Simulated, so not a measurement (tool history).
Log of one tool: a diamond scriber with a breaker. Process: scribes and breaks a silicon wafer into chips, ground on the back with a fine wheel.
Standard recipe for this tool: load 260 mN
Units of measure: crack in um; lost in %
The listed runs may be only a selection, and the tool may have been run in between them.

run	day	load	wafers since the last listed run	hours since the diamond tip was replaced	hours since the load on the tip was calibrated	incoming depth of the damage left on the back of the incoming wafer, um	crack	lost
1	0	296	0	396.2	150.3	2.16	8.81	3.87
2	0.908	282	48	418	172.1	2.94	8.29	5.64
3	1.488	282	31	431.9	186	1.77	8.41	2.84
4	2.196	282	38	448.9	203	1.54	8.18	2.44
5	3.158	260	51	472	226.1	1.76	7.87	5.29
6	4.367	260	65	501	255.1	2.46	7.53	8.71
7	5.288	260	49	523.1	277.2	1.95	7.22	7.07
# day 5.842: diamond tip replaced by a new one
8	5.962	205	31	2.9	293.4	1.82	5.22	39.78
9	6.821	260	46	23.5	314	2.81	6.61	18.66
10	8.071	297	67	53.5	344	2.34	7.4	7.54
11	9.025	297	51	76.4	366.9	2.89	7.26	11.38
12	10.262	297	66	106.1	396.6	2.73	7.56	9.62
13	10.979	260	38	123.3	413.8	1.95	6.43	16.96
14	11.892	260	49	145.2	435.7	2.44	6.51	18.14
15	12.904	260	54	169.5	460	2.25	6.57	15.95
# day 13.517: diamond tip replaced by a new one, repeated, since the last time left the tool worse
16	13.717	260	39	4.8	479.5	1.52	8.3	2.84
17	16.004	301	123	59.7	534.4	1.97	9.21	4.68
18	17.308	312	70	91	565.7	1.78	9.6	5.35
19	18.683	326	73	124	598.7	2.08	10.09	7.62
20	20.154	196	79	159.3	634	2.01	6.1	24.26
21	20.754	195	32	173.7	648.4	2.71	6.13	27.99
22	22.162	212	75	207.5	682.2	2.47	6.42	17.67
23	23.629	260	78	242.7	717.4	1.77	7.82	3.64
24	24.492	260	46	263.4	738.1	1.53	7.99	3.35
# day 24.721: load on the tip recalibrated
25	25.988	188	76	299.3	30.4	2.8	5.61	35.1
26	27.417	213	76	333.6	64.7	2.79	6.54	22.97
27	28.638	240	65	362.9	94	2.16	7.23	9.68
28	30.046	306	75	396.7	127.8	2.9	8.61	5.94
29	31.425	236	74	429.8	160.9	1.66	6.9	11.83
30	32.304	312	47	450.9	182	2.99	8.72	6.47
31	33.712	260	75	484.7	215.8	1.75	7.08	6.53
32	35.3	216	85	522.8	253.9	2.07	5.94	26.74
33	36.446	208	61	550.3	281.4	2.67	5.68	36.02
34	39.279	238	152	618.3	349.4	2.9	6.08	26.77
# day 40.271: diamond tip replaced by a new one
35	40.775	260	76	12.1	385.3	2.53	8.32	4.73
36	41.862	314	58	38.2	411.4	1.87	9.98	7
37	43.679	335	97	81.8	455	2.2	10.43	10.84
38	44.775	187	58	108.1	481.3	2.65	5.99	27.3
39	46.025	260	67	138.1	511.3	2.87	8.4	6.17
40	46.762	293	39	155.8	529	2.02	9.27	4.1
41	47.879	260	60	182.6	555.8	2.43	7.95	4.94

5 ways to go on from here, each from the tool as it stands after run 41. What would each give?
A	47.904	260	1	183.2	556.4	1.63	?	?
B	47.904	223	1	183.2	556.4	1.63	?	?
C	47.904	214	1	183.2	556.4	1.63	?	?
D	47.904	183	1	183.2	556.4	1.63	?	?
E	47.904	215	1	183.2	556.4	1.63	?	?

run	crack	lost
A	8.22	2.69
B	7.1	8.76
C	6.82	11.83
D	5.78	28.61
E	6.85	11.45
Without the tool's hidden state the same runs would have given:
run	crack	lost
A	8.46	2.47
B	7.3	6.99
C	7.01	9.68
D	5.94	25.38
E	7.04	9.35
